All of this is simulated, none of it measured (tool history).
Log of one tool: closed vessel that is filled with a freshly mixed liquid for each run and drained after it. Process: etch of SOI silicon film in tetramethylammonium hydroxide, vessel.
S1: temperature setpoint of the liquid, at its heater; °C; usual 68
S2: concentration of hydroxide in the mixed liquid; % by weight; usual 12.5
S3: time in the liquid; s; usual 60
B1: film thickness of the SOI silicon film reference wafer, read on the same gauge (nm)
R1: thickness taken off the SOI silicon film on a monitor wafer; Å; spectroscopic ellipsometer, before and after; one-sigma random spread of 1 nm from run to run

run,day,S1,S2,S3,B1,R1
1,0.000,68,12.5,60,119.99,3571.5
2,0.746,68,12.5,60,119.99,3578.5
3,1.600,68,15.5,60,119.98,3259.8
4,2.346,68,12.5,60,120.04,3619.3
5,3.642,68,12.5,60,120.02,3602.0
6,4.338,68,12.5,60,120.00,3598.5
7,5.592,68,12.5,60,120.01,3635.3
8,7.033,68,12.5,60,120.00,3617.3
9,8.054,68,12.5,60,120.02,3607.9
10,8.617,68,14.5,60,120.05,3367.3
11,9.712,68,14.5,60,120.01,3368.8
12,10.871,68,10.5,60,119.99,3871.0
13,11.871,68,10.5,60,120.03,3883.6
# day 12.454: hydroxide flow meter replaced
14,12.562,64,15.0,60,119.98,2604.1
15,13.904,68,12.5,90,120.01,5418.5
16,14.679,68,9.5,50,119.98,3341.8

Expected results for the next run?
17,15.633,68,12.5,60,?,?

For run 17 the tool returned B1 119.99, R1 3637.5 Å.
Without the tool's hidden state the same run would have given R1 3346.4 Å.
